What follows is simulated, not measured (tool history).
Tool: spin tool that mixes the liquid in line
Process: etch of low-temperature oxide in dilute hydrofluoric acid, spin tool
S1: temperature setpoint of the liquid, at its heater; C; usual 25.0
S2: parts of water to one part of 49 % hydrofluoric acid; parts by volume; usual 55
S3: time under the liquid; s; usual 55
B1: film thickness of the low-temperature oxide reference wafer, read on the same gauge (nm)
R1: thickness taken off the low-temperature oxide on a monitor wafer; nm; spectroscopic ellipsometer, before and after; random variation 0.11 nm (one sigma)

run,day,S1,S2,S3,B1,R1
1,0.000,23.0,55,55,130.00,11.07
2,2.121,23.0,45,55,130.00,13.48
3,4.762,23.0,45,55,130.02,13.82
4,6.221,23.0,45,55,130.00,13.65
5,8.212,25.0,55,55,129.99,12.15
6,10.988,25.0,55,55,130.00,12.04
# day 11.938: gauge calibrated
7,12.696,25.0,55,55,130.02,11.93
8,14.908,25.0,55,55,130.01,12.00
9,16.483,21.5,40,30,129.99,7.89
10,17.979,25.0,70,55,129.98,9.16

Run 11 comes next. What will it give?
11,19.192,26.5,55,55,?,?

B1: 130.00
R1: 12.68 nm
Without the tool's hidden state the same run would have given R1 12.68 nm.
